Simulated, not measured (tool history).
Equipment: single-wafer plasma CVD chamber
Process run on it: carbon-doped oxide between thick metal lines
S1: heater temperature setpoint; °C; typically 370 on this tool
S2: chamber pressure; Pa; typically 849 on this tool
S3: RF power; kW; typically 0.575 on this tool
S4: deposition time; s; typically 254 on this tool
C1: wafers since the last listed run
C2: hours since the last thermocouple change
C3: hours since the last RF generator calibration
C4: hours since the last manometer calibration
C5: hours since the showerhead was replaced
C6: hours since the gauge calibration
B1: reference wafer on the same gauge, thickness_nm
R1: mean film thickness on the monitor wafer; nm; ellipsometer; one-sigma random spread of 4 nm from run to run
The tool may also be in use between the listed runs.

| run | day | S1 | S2 | S3 | S4 | C1 | C2 | C3 | C4 | C5 | C6 | B1 | R1 |
|---|---|---|---|---|---|---|---|---|---|---|---|---|---|
| 1 | 0 | 363 | 849 | 0.575 | 254 | 0 | 725 | 937.7 | 1245.8 | 5541.9 | 461 | 1330.443 | 1228.44 |
| 2 | 2.858 | 370 | 849 | 0.575 | 254 | 675 | 793.6 | 1006.3 | 1314.4 | 5610.5 | 529.6 | 1330.688 | 1200.968 |
| 3 | 3.992 | 370 | 849 | 0.575 | 254 | 267 | 820.8 | 1033.5 | 1341.6 | 5637.7 | 556.8 | 1329.681 | 1203.17 |
| 4 | 9.95 | 370 | 849 | 0.575 | 254 | 1407 | 963.8 | 1176.5 | 1484.6 | 5780.7 | 699.8 | 1330.008 | 1192.747 |
| 5 | 12.262 | 370 | 849 | 0.575 | 254 | 546 | 1019.3 | 1232 | 1540.1 | 5836.2 | 755.3 | 1330.194 | 1198.507 |
| 6 | 14.871 | 370 | 849 | 0.575 | 254 | 616 | 1081.9 | 1294.6 | 1602.7 | 5898.8 | 817.9 | 1329.421 | 1193.948 |
| 7 | 16.708 | 370 | 849 | 0.575 | 254 | 434 | 1126 | 1338.7 | 1646.8 | 5942.9 | 862 | 1328.695 | 1189.09 |
| 8 | 18.288 | 370 | 901 | 0.575 | 254 | 373 | 1163.9 | 1376.6 | 1684.7 | 5980.8 | 899.9 | 1329.604 | 1191.668 |
| 9 | 20.221 | 370 | 901 | 0.575 | 254 | 456 | 1210.3 | 1423 | 1731.1 | 6027.2 | 946.3 | 1329.997 | 1188.126 |
| 10 | 22.867 | 370 | 901 | 0.575 | 254 | 625 | 1273.8 | 1486.5 | 1794.6 | 6090.7 | 1009.8 | 1330.048 | 1185.365 |
|  | 24.071 | RF generator calibrated |
|  | 24.846 | capacitance manometer re-zeroed and calibrated |
| 11 | 24.917 | 370 | 849 | 0.49 | 254 | 326 | 1323 | 20.3 | 1.7 | 6139.9 | 1059 | 1330.784 | 1124.373 |
| 12 | 26.429 | 370 | 849 | 0.49 | 254 | 357 | 1359.3 | 56.6 | 38 | 6176.2 | 1095.3 | 1330.043 | 1132.336 |
| 13 | 27.808 | 370 | 849 | 0.49 | 254 | 325 | 1392.4 | 89.7 | 71.1 | 6209.3 | 1128.4 | 1329.743 | 1131.319 |
| 14 | 30.675 | 370 | 849 | 0.575 | 254 | 677 | 1461.2 | 158.5 | 139.9 | 6278.1 | 1197.2 | 1330.096 | 1225.441 |
|  | 32.971 | showerhead replaced |
| 15 | 33.567 | 370 | 849 | 0.575 | 254 | 604 | 1530.6 | 227.9 | 209.3 | 14.3 | 1266.6 | 1330.887 | 1223.689 |
|  | 34.246 | gauge calibrated |
| 16 | 34.812 | 370 | 849 | 0.505 | 212 | 294 | 1560.5 | 257.8 | 239.2 | 44.2 | 13.6 | 1330.176 | 960.521 |
|  | 36.508 | thermocouple changed; heater temperature recalibrated |
| 17 | 36.692 | 370 | 849 | 0.46 | 254 | 365 | 4.4 | 302.9 | 284.3 | 89.3 | 58.7 | 1330.349 | 1090.624 |
| 18 | 38.162 | 375 | 1035 | 0.675 | 287 | 347 | 39.7 | 338.2 | 319.6 | 124.6 | 94 | 1330.121 | 1510.663 |

For run 19, what comes out?
| 19 | 39.454 | 370 | 849 | 0.575 | 254 | 305 | 70.7 | 369.2 | 350.6 | 155.6 | 125 | ? | ? |

For run 19 the tool returned B1 1330.07, R1 1224.117 nm.
Had the tool carried no hidden state, the very same run would have given R1 1227.173 nm.

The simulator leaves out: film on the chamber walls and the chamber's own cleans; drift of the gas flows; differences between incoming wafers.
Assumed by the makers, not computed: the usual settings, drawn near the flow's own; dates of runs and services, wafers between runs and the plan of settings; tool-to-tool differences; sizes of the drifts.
